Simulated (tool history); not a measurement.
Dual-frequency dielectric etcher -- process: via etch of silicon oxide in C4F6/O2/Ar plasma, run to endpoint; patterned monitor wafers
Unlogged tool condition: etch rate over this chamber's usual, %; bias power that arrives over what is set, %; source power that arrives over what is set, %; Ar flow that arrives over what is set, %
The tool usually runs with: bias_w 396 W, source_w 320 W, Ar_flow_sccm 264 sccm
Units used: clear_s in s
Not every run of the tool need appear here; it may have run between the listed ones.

run	hour	bias_w	source_w	Ar_flow_sccm	wafers since the last listed run	hours since the last wet clean	hours since the last bias power generator calibration	hours since the last source power generator calibration	hours since the last Ar flow controller change	hours since the last upper electrode change	incoming incoming film thickness, nm	clear_s
1	0	372	320	298	0	147.6	3648.8	1106.6	2690.5	5660.4	130.6	37
2	21.9	396	270	264	214	169.5	3670.7	1128.5	2712.4	5682.3	130.6	37.3
3	37.1	396	320	264	148	184.7	3685.9	1143.7	2727.6	5697.5	132.2	36
4	61.4	396	320	264	238	209	3710.2	1168	2751.9	5721.8	130.5	35.4
5	91.5	396	320	264	295	239.1	3740.3	1198.1	2782	5751.9	131	35.4
6	107.7	396	320	264	158	255.3	3756.5	1214.3	2798.2	5768.1	131.7	35.5
7	120.4	396	320	264	124	268	3769.2	1227	2810.9	5780.8	132.3	35.7
8	155.9	396	320	264	347	303.5	3804.7	1262.5	2846.4	5816.3	130.1	35
9	186.4	396	320	264	298	334	3835.2	1293	2876.9	5846.8	131.1	35.1
10	216.6	396	320	264	295	364.2	3865.4	1323.2	2907.1	5877	130.9	35.1
# hour 252.2: upper electrode replaced
11	252.7	396	320	264	118	400.3	3901.5	1359.3	2943.2	0.5	130.2	35
12	280.3	396	320	264	270	427.9	3929.1	1386.9	2970.8	28.1	130.9	34.6
13	313.8	396	320	264	328	461.4	3962.6	1420.4	3004.3	61.6	130.8	34.6
# hour 328.5: Ar flow controller replaced
14	333.8	396	320	264	137	481.4	3982.6	1440.4	5.3	81.6	131	34.7
15	366.6	396	320	264	321	514.2	4015.4	1473.2	38.1	114.4	131.1	35
16	381.6	325	320	320	147	529.2	4030.4	1488.2	53.1	129.4	130.8	38.9
17	411.6	332	260	297	294	559.2	4060.4	1518.2	83.1	159.4	131.1	40.5
# hour 429.6: bias power generator calibrated
18	430.7	311	360	264	147	578.3	1.1	1537.3	102.2	178.5	131.3	36.9
# hour 460.9: wet clean of the chamber
19	461.4	492	390	320	65	0.5	31.8	1568	132.9	209.2	130.8	31
20	461.7	458	390	291	2	0.8	32.1	1568.3	133.2	209.5	130.9	31.9
21	468.5	341	250	211	66	7.6	38.9	1575.1	140	216.3	130	40.2
22	502.5	396	320	210	333	41.6	72.9	1609.1	174	250.3	130.1	35
23	523.9	424	320	329	209	63	94.3	1630.5	195.4	271.7	131	35.5
24	554.7	456	250	283	301	93.8	125.1	1661.3	226.2	302.5	132.1	36.4
# hour 572.9: source power generator calibrated
25	637.2	396	320	264	769	176.3	207.6	64.3	308.7	385	130.9	35.2
26	655.3	396	320	264	177	194.4	225.7	82.4	326.8	403.1	131.7	35.7
27	690.3	434	320	264	343	229.4	260.7	117.4	361.8	438.1	129	33.1
28	724.6	396	320	201	336	263.7	295	151.7	396.1	472.4	130.5	34.5
29	750.6	348	300	264	254	289.7	321	177.7	422.1	498.4	131.8	38.6

Branching from run 29: 4 alternative next runs. What would each branch give?
A	751	396	320	264	3	290.1	321.4	178.1	422.5	498.8	130.3	?
B	751	488	370	287	3	290.1	321.4	178.1	422.5	498.8	130.3	?
C	751	396	380	264	3	290.1	321.4	178.1	422.5	498.8	130.3	?
D	751	396	350	264	3	290.1	321.4	178.1	422.5	498.8	130.3	?

run	clear_s
A	34.8
B	30.4
C	32.9
D	33.8
Without the tool's hidden state the same runs would have given:
run	clear_s
A	35.8
B	31.3
C	33.9
D	34.8
